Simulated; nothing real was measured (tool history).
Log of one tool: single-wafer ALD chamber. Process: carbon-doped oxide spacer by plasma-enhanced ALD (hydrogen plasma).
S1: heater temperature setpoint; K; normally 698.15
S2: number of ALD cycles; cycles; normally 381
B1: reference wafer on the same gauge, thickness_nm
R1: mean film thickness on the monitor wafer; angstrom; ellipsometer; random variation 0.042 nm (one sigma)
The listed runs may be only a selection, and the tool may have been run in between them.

run   hour      S1   S2      B1      R1
  1      0  702.15  404  13.478  176.06
  2   30.7  694.15  381  13.468  170.37
  3     59  694.15  381  13.463  169.73
     114.6  -- gauge calibrated
  4  127.4  689.15  381  13.345  170.84
  5  196.2  702.15  381  13.415  164.83
  6  258.9  702.15  381  13.453  165.64
  7  302.3  702.15  381   13.47  166.43
  8  352.5  698.15  381  13.471   168.3
  9  382.9  704.15  347  13.477  150.21
 10  432.5  686.15  420  13.486   192.6
     483.5  -- thermocouple changed; heater temperature recalibrated
 11    491  684.15  381  13.486  176.11
     505.3  -- gauge calibrated
 12  535.6  698.15  381  13.378  166.55
 13  577.2  690.15  330  13.413  149.34
 14  604.8  689.15  339  13.427  152.92
 15  660.2  698.15  381  13.458  168.31
 16    717  710.15  352  13.467  149.99
 17  763.4  698.15  381  13.493   168.3

Give the tool's hidden conditions for every run:
wafer temperature above the value expected at the setpoint (K): 0, the same for each run
H1: gauge reads high (%)
run     H1
  1    1.2
  2   1.22
  3   1.24
  4  0.299
  5  0.771
  6   1.05
  7   1.18
  8    1.3
  9   1.35
 10   1.42
 11   1.48
 12  0.563
 13  0.839
 14  0.985
 15   1.21
 16   1.37
 17   1.46

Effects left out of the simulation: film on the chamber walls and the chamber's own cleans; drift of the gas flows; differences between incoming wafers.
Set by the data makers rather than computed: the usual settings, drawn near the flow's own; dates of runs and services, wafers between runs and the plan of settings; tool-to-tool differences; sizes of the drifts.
